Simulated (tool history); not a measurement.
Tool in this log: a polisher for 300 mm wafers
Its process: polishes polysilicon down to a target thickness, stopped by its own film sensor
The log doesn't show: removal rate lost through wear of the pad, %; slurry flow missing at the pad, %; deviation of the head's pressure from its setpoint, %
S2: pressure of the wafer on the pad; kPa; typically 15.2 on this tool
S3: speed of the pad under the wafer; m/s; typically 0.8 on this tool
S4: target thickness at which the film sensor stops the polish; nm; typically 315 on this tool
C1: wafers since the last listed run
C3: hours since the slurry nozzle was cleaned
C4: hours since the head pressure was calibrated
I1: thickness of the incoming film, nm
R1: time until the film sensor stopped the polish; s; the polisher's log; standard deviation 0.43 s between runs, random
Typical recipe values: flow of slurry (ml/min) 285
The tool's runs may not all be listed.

{"run": 1, "day": 0.0, "flow of slurry (ml/min)": 285, "S2": 15.2, "S3": 0.8, "S4": 315, "C1": 0, "wafers polished on this pad": 692, "C3": 1.5, "C4": 613.1, "I1": 541.2, "R1": 34.3}
{"run": 2, "day": 1.058, "flow of slurry (ml/min)": 285, "S2": 15.2, "S3": 0.8, "S4": 315, "C1": 290, "wafers polished on this pad": 982, "C3": 26.9, "C4": 638.5, "I1": 552.2, "R1": 35.6}
{"run": 3, "day": 2.442, "flow of slurry (ml/min)": 285, "S2": 15.2, "S3": 0.8, "S4": 315, "C1": 379, "wafers polished on this pad": 1362, "C3": 60.1, "C4": 671.7, "I1": 528.1, "R1": 32.1}
{"run": 4, "day": 4.975, "flow of slurry (ml/min)": 285, "S2": 15.2, "S3": 0.8, "S4": 315, "C1": 695, "wafers polished on this pad": 2058, "C3": 120.9, "C4": 732.5, "I1": 544.7, "R1": 35.3}
{"day": 6.179, "done": "worn pad replaced by a new one"}
{"run": 5, "day": 6.733, "flow of slurry (ml/min)": 250, "S2": 15.2, "S3": 0.8, "S4": 315, "C1": 437, "wafers polished on this pad": 152, "C3": 163.1, "C4": 774.7, "I1": 550.9, "R1": 36.5}
{"run": 6, "day": 8.771, "flow of slurry (ml/min)": 285, "S2": 15.2, "S3": 0.8, "S4": 315, "C1": 559, "wafers polished on this pad": 712, "C3": 212, "C4": 823.6, "I1": 531.9, "R1": 33.7}
{"day": 10.254, "done": "slurry nozzle cleaned"}
{"run": 7, "day": 10.867, "flow of slurry (ml/min)": 285, "S2": 15.2, "S3": 0.8, "S4": 315, "C1": 564, "wafers polished on this pad": 1276, "C3": 14.7, "C4": 873.9, "I1": 538.4, "R1": 34.2}
{"run": 8, "day": 13.292, "flow of slurry (ml/min)": 285, "S2": 19.3, "S3": 0.8, "S4": 315, "C1": 665, "wafers polished on this pad": 1942, "C3": 72.9, "C4": 932.1, "I1": 548.7, "R1": 30}
{"run": 9, "day": 14.346, "flow of slurry (ml/min)": 285, "S2": 19.3, "S3": 0.8, "S4": 315, "C1": 289, "wafers polished on this pad": 2231, "C3": 98.2, "C4": 957.4, "I1": 536.3, "R1": 29}
{"run": 10, "day": 16.062, "flow of slurry (ml/min)": 285, "S2": 15.2, "S3": 0.94, "S4": 315, "C1": 471, "wafers polished on this pad": 2702, "C3": 139.4, "C4": 998.6, "I1": 541.6, "R1": 29.3}
{"day": 17.162, "done": "worn pad replaced by a new one"}
{"run": 11, "day": 17.721, "flow of slurry (ml/min)": 285, "S2": 15.2, "S3": 0.94, "S4": 315, "C1": 409, "wafers polished on this pad": 152, "C3": 179.2, "C4": 1038.4, "I1": 536.3, "R1": 29}
{"run": 12, "day": 21.317, "flow of slurry (ml/min)": 285, "S2": 15.2, "S3": 0.94, "S4": 315, "C1": 987, "wafers polished on this pad": 1140, "C3": 265.5, "C4": 1124.7, "I1": 544.2, "R1": 30.6}
{"day": 22.033, "done": "slurry nozzle cleaned"}
{"run": 13, "day": 22.804, "flow of slurry (ml/min)": 285, "S2": 15.2, "S3": 0.8, "S4": 353, "C1": 396, "wafers polished on this pad": 1537, "C3": 18.5, "C4": 1160.4, "I1": 542.1, "R1": 28.4}
{"run": 14, "day": 23.971, "flow of slurry (ml/min)": 285, "S2": 15.2, "S3": 0.8, "S4": 315, "C1": 320, "wafers polished on this pad": 1857, "C3": 46.5, "C4": 1188.4, "I1": 538.4, "R1": 33}
{"day": 25.083, "done": "head pressure recalibrated"}
{"run": 15, "day": 26.258, "flow of slurry (ml/min)": 285, "S2": 15.2, "S3": 0.6, "S4": 315, "C1": 605, "wafers polished on this pad": 2462, "C3": 101.4, "C4": 28.2, "I1": 540.8, "R1": 45.9}
{"day": 28.162, "done": "worn pad replaced by a new one"}
{"run": 16, "day": 29.217, "flow of slurry (ml/min)": 355, "S2": 11.7, "S3": 0.8, "S4": 315, "C1": 766, "wafers polished on this pad": 289, "C3": 172.4, "C4": 99.2, "I1": 538.8, "R1": 38.7}
{"run": 17, "day": 30.333, "flow of slurry (ml/min)": 285, "S2": 16.5, "S3": 0.98, "S4": 393, "C1": 306, "wafers polished on this pad": 596, "C3": 199.2, "C4": 126, "I1": 532.1, "R1": 16.9}
{"run": 18, "day": 31.412, "flow of slurry (ml/min)": 375, "S2": 15.2, "S3": 0.8, "S4": 256, "C1": 296, "wafers polished on this pad": 892, "C3": 225.1, "C4": 151.9, "I1": 539.1, "R1": 42.2}
{"day": 34.079, "done": "slurry nozzle cleaned"}
{"run": 19, "day": 34.133, "flow of slurry (ml/min)": 285, "S2": 11.7, "S3": 0.8, "S4": 315, "C1": 735, "wafers polished on this pad": 1627, "C3": 1.3, "C4": 217.2, "I1": 533.4, "R1": 37.9}
{"run": 20, "day": 35.667, "flow of slurry (ml/min)": 190, "S2": 11.7, "S3": 0.98, "S4": 241, "C1": 421, "wafers polished on this pad": 2048, "C3": 38.1, "C4": 254, "I1": 535.5, "R1": 44.2}
{"day": 38.129, "done": "worn pad replaced by a new one"}
{"run": 21, "day": 38.667, "flow of slurry (ml/min)": 285, "S2": 15.2, "S3": 0.64, "S4": 285, "C1": 777, "wafers polished on this pad": 147, "C3": 110.1, "C4": 326, "I1": 535.6, "R1": 47.4}
{"run": 22, "day": 40.696, "flow of slurry (ml/min)": 240, "S2": 15.2, "S3": 0.8, "S4": 367, "C1": 557, "wafers polished on this pad": 704, "C3": 158.8, "C4": 374.7, "I1": 542.2, "R1": 27.6}
{"run": 23, "day": 43.425, "flow of slurry (ml/min)": 285, "S2": 15.2, "S3": 0.8, "S4": 394, "C1": 749, "wafers polished on this pad": 1454, "C3": 224.3, "C4": 440.2, "I1": 530.7, "R1": 21.1}
{"day": 44.725, "done": "slurry nozzle cleaned"}
{"run": 24, "day": 46.275, "flow of slurry (ml/min)": 285, "S2": 15.2, "S3": 0.8, "S4": 315, "C1": 771, "wafers polished on this pad": 2225, "C3": 37.2, "C4": 508.6, "I1": 541.8, "R1": 33.8}
{"run": 25, "day": 48.917, "flow of slurry (ml/min)": 340, "S2": 15.2, "S3": 1.06, "S4": 347, "C1": 725, "wafers polished on this pad": 2950, "C3": 100.6, "C4": 572, "I1": 536.3, "R1": 21.7}
{"day": 49.329, "done": "worn pad replaced by a new one"}
{"run": 26, "day": 50.025, "flow of slurry (ml/min)": 285, "S2": 13.1, "S3": 0.8, "S4": 250, "C1": 258, "wafers polished on this pad": 190, "C3": 127.2, "C4": 598.6, "I1": 540.1, "R1": 47.2}

3 ways to go on from here, each from the tool as it stands after run 26. What would each give?
{"run": "A", "day": 50.042, "flow of slurry (ml/min)": 285, "S2": 20, "S3": 0.8, "S4": 315, "C1": 4, "wafers polished on this pad": 195, "C3": 127.6, "C4": 599, "I1": 542.9, "R1": "?"}
{"run": "B", "day": 50.042, "flow of slurry (ml/min)": 350, "S2": 17.2, "S3": 0.58, "S4": 340, "C1": 4, "wafers polished on this pad": 195, "C3": 127.6, "C4": 599, "I1": 542.9, "R1": "?"}
{"run": "C", "day": 50.042, "flow of slurry (ml/min)": 285, "S2": 17.9, "S3": 0.66, "S4": 315, "C1": 4, "wafers polished on this pad": 195, "C3": 127.6, "C4": 599, "I1": 542.9, "R1": "?"}

run=A R1=29.7
run=B R1=38.8
run=C R1=38.3
With no hidden state in the tool, these same runs would have given:
run=A R1=29.3
run=B R1=38.4
run=C R1=37.8
